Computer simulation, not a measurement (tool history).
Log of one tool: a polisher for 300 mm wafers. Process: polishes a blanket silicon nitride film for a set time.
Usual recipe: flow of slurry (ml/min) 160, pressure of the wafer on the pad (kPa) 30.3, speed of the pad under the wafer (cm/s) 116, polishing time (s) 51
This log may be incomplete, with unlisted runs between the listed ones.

run    hour  flow of slurry (ml/min)  pressure of the wafer on the pad (kPa)  speed of the pad under the wafer (cm/s)  polishing time (s)  incoming thickness of the incoming film, nm  film removed (nm)
  1       0                      160                                    30.3                                      134                  51                                        411.4              130.9
  2    67.8                      160                                    30.3                                      134                  51                                        410.8              135.3
      108.1  -- worn pad replaced by a new one
  3   108.6                      160                                    30.3                                      116                  51                                        413.6                121
  4   132.8                      160                                    30.3                                      116                  51                                        410.2              117.9
  5   185.4                      160                                    23.4                                      116                  51                                        414.3               91.1
  6   313.5                      160                                    23.4                                      116                  51                                        408.9               94.3
      336.1  -- worn pad replaced by a new one
  7     380                      160                                    30.3                                      116                  51                                        409.3              121.1
  8   454.3                      160                                    30.3                                      116                  51                                        408.3              120.6
  9   503.1                      160                                    30.3                                      116                  51                                        408.1              123.3
 10   573.9                      205                                    30.3                                      116                  51                                        403.1              128.2
      611.3  -- worn pad replaced by a new one, of another model than before
 11   620.7                      130                                    24.8                                      116                  51                                        407.7              102.4
      634.3  -- slurry nozzle cleaned
 12   656.1                      130                                    24.8                                      116                  51                                        408.7              100.2
 13   682.1                      160                                    30.3                                      116                  51                                        415.4              116.6
 14   748.1                      145                                      20                                       86                  51                                        412.8               79.6
 15   806.7                      140                                    30.3                                       92                  41                                        403.9               81.9
      850.9  -- worn pad replaced by a new one
 16   869.7                      140                                    30.3                                       80                  40                                        408.3               73.6
      903.1  -- head pressure recalibrated
 17   941.7                      125                                    30.3                                      116                  61                                        412.9                126
 18   992.7                      160                                    30.3                                      116                  51                                          408              109.2
 19  1037.4                      160                                    22.1                                      146                  51                                        415.8              105.2
 20    1090                      160                                    24.1                                      136                  51                                        413.7              106.9
       1116  -- worn pad replaced by a new one
 21  1116.6                      160                                    40.7                                      116                  51                                        412.9              133.8

Run 22 comes next. What will it give?
 22  1201.6                      110                                    30.3                                      142                  62                                          416                  ?

For run 22 the tool returned film removed (nm) 143.6.
Without the tool's hidden state the same run would have given film removed (nm) 141.1.

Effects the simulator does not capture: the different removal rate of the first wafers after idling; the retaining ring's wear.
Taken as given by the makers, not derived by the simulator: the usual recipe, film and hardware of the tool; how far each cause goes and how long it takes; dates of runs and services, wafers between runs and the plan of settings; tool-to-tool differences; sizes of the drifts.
